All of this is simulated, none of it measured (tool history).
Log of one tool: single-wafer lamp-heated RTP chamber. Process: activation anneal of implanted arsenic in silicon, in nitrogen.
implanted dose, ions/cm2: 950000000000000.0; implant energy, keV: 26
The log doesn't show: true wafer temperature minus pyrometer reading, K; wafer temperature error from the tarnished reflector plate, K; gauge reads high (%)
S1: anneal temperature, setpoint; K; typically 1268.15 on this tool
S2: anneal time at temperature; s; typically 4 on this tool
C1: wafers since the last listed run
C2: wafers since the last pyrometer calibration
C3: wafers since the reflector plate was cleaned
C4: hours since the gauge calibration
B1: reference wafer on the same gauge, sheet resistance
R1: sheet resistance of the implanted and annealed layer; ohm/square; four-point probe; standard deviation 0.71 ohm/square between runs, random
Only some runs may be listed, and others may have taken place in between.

run   hour       S1  S2   C1    C2     C3      C4      B1      R1
  1    0.0  1268.15   4    0  2899   5950   670.5  131.06  161.98
  2   35.3  1268.15   4  372  3271   6323   705.8  131.04  163.90
  3   56.8  1268.15   6  227  3498   6550   727.3  130.99  158.97
  4   72.4  1268.15   6  164  3663   6714   742.9  130.89  158.78
  5  107.0  1268.15   6  365  4028   7080   777.5  131.02  157.07
  6  135.5  1268.15   4  300  4329   7381   806.0  131.08  161.10
  7  156.9  1268.15   4  225  4555   7606   827.4  130.90  163.55
  8  173.9  1268.15   4  179  4735   7786   844.4  131.03  160.95
  9  204.1  1268.15   5  318  5054   8105   874.6  131.05  160.24
 10  224.9  1268.15   5  219  5273   8324   895.4  131.09  160.83
 11  252.4  1268.15   4  290  5564   8615   922.9  130.88  163.00
 12  270.6  1268.15   4  192  5756   8807   941.1  130.92  162.94
     281.4  -- pyrometer window cleaned and pyrometer calibrated
 13  296.6  1268.15   4  190   160   8997   967.1  130.90  161.96
 14  314.8  1268.15   4  192   353   9189   985.3  130.97  161.86
 15  339.5  1291.15   6  260   613   9450  1010.0  131.12  152.59
 16  382.5  1288.15   6  454  1067   9904  1053.0  130.95  152.99
 17  418.2  1253.15   6  376  1444  10281  1088.7  130.94  163.67
 18  434.2  1291.15   6  168  1613  10450  1104.7  131.10  152.29
 19  455.1  1259.15   5  220  1834  10671  1125.6  131.05  162.56
 20  482.7  1268.15   4  291  2125  10962  1153.2  131.09  162.18
 21  496.3  1255.15   4  143  2269  11106  1166.8  130.93  165.25
     508.3  -- gauge calibrated
 22  518.8  1282.15   4  237  2507  11343    10.5  131.04  157.30
 23  541.1  1253.15   3  235  2742  11579    32.8  130.99  168.78
 24  555.8  1289.15   5  155  2897  11734    47.5  130.87  154.99
     579.4  -- reflector plate cleaned
 25  579.9  1253.15   4  169  3067      5    71.6  130.98  165.96
 26  598.1  1239.15   6  192  3260    197    89.8  130.86  166.00
 27  624.1  1296.15   3  274  3534    472   115.8  130.94  157.30
 28  652.9  1298.15   3  304  3838    776   144.6  130.90  158.23
 29  682.7  1283.15   3  314  4153   1090   174.4  131.07  160.64
 30  712.7  1277.15   3  316  4470   1407   204.4  131.02  161.69
 31  735.4  1268.15   4  239  4709   1647   227.1  131.08  161.28

What does the tool deliver on the next run?
 32  751.9  1246.15   4  174  4883  1821  243.6   ?   ?

{"run 32": {"B1": 131.0, "R1": 167.1}}
Had the tool carried no hidden state, the very same run would have given R1 167.10 ohm/square.

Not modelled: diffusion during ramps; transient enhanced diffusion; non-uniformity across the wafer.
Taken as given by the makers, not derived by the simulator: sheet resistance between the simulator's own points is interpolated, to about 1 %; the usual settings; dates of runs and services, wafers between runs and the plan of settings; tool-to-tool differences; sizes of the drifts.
